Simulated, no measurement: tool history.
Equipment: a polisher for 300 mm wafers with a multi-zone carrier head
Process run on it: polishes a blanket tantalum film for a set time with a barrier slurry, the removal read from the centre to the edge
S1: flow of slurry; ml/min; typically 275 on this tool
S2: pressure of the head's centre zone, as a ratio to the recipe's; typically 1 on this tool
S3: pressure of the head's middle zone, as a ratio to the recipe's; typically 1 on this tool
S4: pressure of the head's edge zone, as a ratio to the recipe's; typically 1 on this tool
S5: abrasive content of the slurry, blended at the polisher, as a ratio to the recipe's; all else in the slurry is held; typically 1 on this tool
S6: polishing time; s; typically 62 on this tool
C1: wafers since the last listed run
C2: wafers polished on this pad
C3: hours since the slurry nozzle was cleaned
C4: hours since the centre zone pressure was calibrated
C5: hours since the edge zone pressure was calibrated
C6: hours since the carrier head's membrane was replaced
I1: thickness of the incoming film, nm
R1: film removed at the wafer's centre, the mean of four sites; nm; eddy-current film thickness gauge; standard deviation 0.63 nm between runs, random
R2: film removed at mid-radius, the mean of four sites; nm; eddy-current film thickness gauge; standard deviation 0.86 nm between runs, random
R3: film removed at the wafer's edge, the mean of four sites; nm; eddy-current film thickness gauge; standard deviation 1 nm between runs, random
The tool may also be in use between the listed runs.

Run 1, hour 0: usual settings but S4 1.06; C1 0; C2 87; C3 385.5; C4 333; C5 986.7; C6 1800.8; I1 429. Result: R1 96.5 nm, R2 90.4 nm, R3 97 nm.
Run 2, hour 10.8: usual settings but S4 1.06; C1 63; C2 150; C3 396.3; C4 343.8; C5 997.5; C6 1811.6; I1 431.1. Result: R1 96.5 nm, R2 91.6 nm, R3 97.6 nm.
Run 3, hour 20.7: usual settings but S4 1.06; C1 58; C2 208; C3 406.2; C4 353.7; C5 1007.4; C6 1821.5; I1 426.9. Result: R1 97.2 nm, R2 91.8 nm, R3 97.9 nm.
Run 4, hour 36: usual settings; C1 90; C2 299; C3 421.5; C4 369; C5 1022.7; C6 1836.8; I1 425.1. Result: R1 97.8 nm, R2 91.2 nm, R3 93.4 nm.
Run 5, hour 45: usual settings; C1 52; C2 351; C3 430.5; C4 378; C5 1031.7; C6 1845.8; I1 431.5. Result: R1 97.3 nm, R2 89.7 nm, R3 94.6 nm.
At hour 55.3: carrier head's membrane replaced by a new one.
Run 6, hour 55.8: usual settings; C1 34; C2 386; C3 441.3; C4 388.8; C5 1042.5; C6 0.5; I1 427.6. Result: R1 97.9 nm, R2 91 nm, R3 94 nm.
Run 7, hour 59.8: usual settings but S5 0.85, S6 77 s; C1 23; C2 409; C3 445.3; C4 392.8; C5 1046.5; C6 4.5; I1 425.8. Result: R1 112.7 nm, R2 105.7 nm, R3 106.7 nm.
At hour 63.1: slurry nozzle cleaned.
Run 8, hour 77: usual settings but S1 310 ml/min, S2 0.91, S3 0.94, S5 0.75; C1 95; C2 505; C3 13.9; C4 410; C5 1063.7; C6 21.7; I1 426.4. Result: R1 77.6 nm, R2 74.2 nm, R3 81.8 nm.
Run 9, hour 107.3: usual settings but S2 1.06, S4 1.06, S5 1.15, S6 82 s; C1 178; C2 683; C3 44.2; C4 440.3; C5 1094; C6 52; I1 429. Result: R1 144.1 nm, R2 123.8 nm, R3 130.1 nm.
At hour 112: worn pad replaced by a new one.
At hour 115: edge zone pressure recalibrated.
Run 10, hour 115.5: usual settings but S3 1.1, S6 69 s; C1 12; C2 8; C3 52.4; C4 448.5; C5 0.5; C6 60.2; I1 437.7. Result: R1 111.8 nm, R2 109.5 nm, R3 105.8 nm.
At hour 129: centre zone pressure recalibrated.
Run 11, hour 132.6: usual settings; C1 88; C2 97; C3 69.5; C4 3.6; C5 17.6; C6 77.3; I1 427.2. Result: R1 89.4 nm, R2 90.4 nm, R3 96.5 nm.
Run 12, hour 140.2: usual settings but S1 185 ml/min; C1 44; C2 142; C3 77.1; C4 11.2; C5 25.2; C6 84.9; I1 432.8. Result: R1 84.5 nm, R2 85.3 nm, R3 89.9 nm.
Run 13, hour 153.8: usual settings but S1 190 ml/min, S2 1.12, S3 1.08; C1 80; C2 222; C3 90.7; C4 24.8; C5 38.8; C6 98.5; I1 432.2. Result: R1 94.5 nm, R2 91.1 nm, R3 90.7 nm.
Run 14, hour 164.1: usual settings but S2 0.93; C1 60; C2 282; C3 101; C4 35.1; C5 49.1; C6 108.8; I1 432.8. Result: R1 83.6 nm, R2 92.2 nm, R3 95.6 nm.

What if the next run were any one of these 4? Each begins from the tool's condition after run 14:
Run A, hour 164.5: usual settings but S5 0.9; C1 2; C2 285; C3 101.4; C4 35.5; C5 49.5; C6 109.2; I1 424.7. Result: R1 ?, R2 ?, R3 ?.
Run B, hour 164.5: usual settings but S1 245 ml/min, S3 0.93, S4 0.93, S5 1.15; C1 2; C2 285; C3 101.4; C4 35.5; C5 49.5; C6 109.2; I1 424.7. Result: R1 ?, R2 ?, R3 ?.
Run C, hour 164.5: usual settings but S3 1.05; C1 2; C2 285; C3 101.4; C4 35.5; C5 49.5; C6 109.2; I1 424.7. Result: R1 ?, R2 ?, R3 ?.
Run D, hour 164.5: usual settings but S6 54 s; C1 2; C2 285; C3 101.4; C4 35.5; C5 49.5; C6 109.2; I1 424.7. Result: R1 ?, R2 ?, R3 ?.

run    R1    R2    R3
  A  84.8    88  88.9
  B  91.6  90.5  93.4
  C  88.6  95.3  92.8
  D  77.2  80.1  80.9
With no hidden state in the tool, these same runs would have given:
run    R1    R2    R3
  A  85.8  88.9  89.7
  B  92.8  91.4  94.3
  C  89.7  96.3  93.7
  D  78.1  80.9  81.7
